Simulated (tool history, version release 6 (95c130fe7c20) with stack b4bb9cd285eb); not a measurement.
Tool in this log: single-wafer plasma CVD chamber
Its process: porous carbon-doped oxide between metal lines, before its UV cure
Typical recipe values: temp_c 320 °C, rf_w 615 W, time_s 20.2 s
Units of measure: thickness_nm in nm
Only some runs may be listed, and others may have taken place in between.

run   hour  temp_c  rf_w  time_s  wafers since the last listed run  hours since the last thermocouple change  hours since the last RF generator calibration  hours since the showerhead was replaced  hours since the gauge calibration  read-back reference wafer on the same gauge, thickness_nm  thickness_nm
  1      0     320   615    22.3                                 0                                     901.4                                          639.2                                   3505.3                                7.5                                                    126.892       128.117
  2   24.3     320   615    22.3                               697                                     925.7                                          663.5                                   3529.6                               31.8                                                    127.006       128.112
  3   54.7     320   615    20.2                               872                                     956.1                                          693.9                                     3560                               62.2                                                    126.976       116.168
  4   71.2     320   615    20.2                               473                                     972.6                                          710.4                                   3576.5                               78.7                                                    127.009       116.229
     156.1  -- thermocouple changed; heater temperature recalibrated
  5  175.2     320   615    20.2                              2756                                      19.1                                          814.4                                   3680.5                              182.7                                                    126.923       114.844
  6  197.7     320   565    20.2                               646                                      41.6                                          836.9                                     3703                              205.2                                                    127.014       110.381
  7    210     320   565    20.2                               353                                      53.9                                          849.2                                   3715.3                              217.5                                                    127.171       109.705
     218.2  -- gauge calibrated
     218.6  -- RF generator calibrated
  8  224.6     330   615    17.3                               189                                      68.5                                              6                                   3729.9                                6.4                                                    127.106        97.759
     263.7  -- showerhead replaced, of another model than before
  9  264.2     320   615    20.2                               907                                     108.1                                           45.6                                      0.5                                 46                                                    126.985        119.65
 10  286.7     306   650      19                               646                                     130.6                                           68.1                                       23                               68.5                                                    126.837       120.617
 11  305.2     320   700    19.2                               531                                     149.1                                           86.6                                     41.5                                 87                                                    127.052       117.303
 12  331.2     320   615    20.2                               746                                     175.1                                          112.6                                     67.5                                113                                                    127.059       119.064
 13  366.2     320   705    16.7                              1005                                     210.1                                          147.6                                    102.5                                148                                                    126.861       102.826
 14  399.6     320   650    20.2                               959                                     243.5                                            181                                    135.9                              181.4                                                    127.127       119.699

Each row is a separate what-if for the run after 14, all from the same tool condition, not one after another. Results?
  A   400     320   615    19.2                                11                                     243.9                                          181.4                                    136.3                              181.8                                                          ?             ?
  B   400     308   520    21.4                                11                                     243.9                                          181.4                                    136.3                              181.8                                                          ?             ?
  C   400     315   735    24.2                                11                                     243.9                                          181.4                                    136.3                              181.8                                                          ?             ?
  D   400     312   585    17.8                                11                                     243.9                                          181.4                                    136.3                              181.8                                                          ?             ?

run  read-back reference wafer on the same gauge, thickness_nm  thickness_nm
  A                                                    127.154        112.79
  B                                                    127.154       127.316
  C                                                    127.154           151
  D                                                    127.154       107.443
Stripped of hidden state, with their random variation kept, the same runs would have yielded:
run  thickness_nm
  A       112.993
  B       127.545
  C       151.268
  D       107.637

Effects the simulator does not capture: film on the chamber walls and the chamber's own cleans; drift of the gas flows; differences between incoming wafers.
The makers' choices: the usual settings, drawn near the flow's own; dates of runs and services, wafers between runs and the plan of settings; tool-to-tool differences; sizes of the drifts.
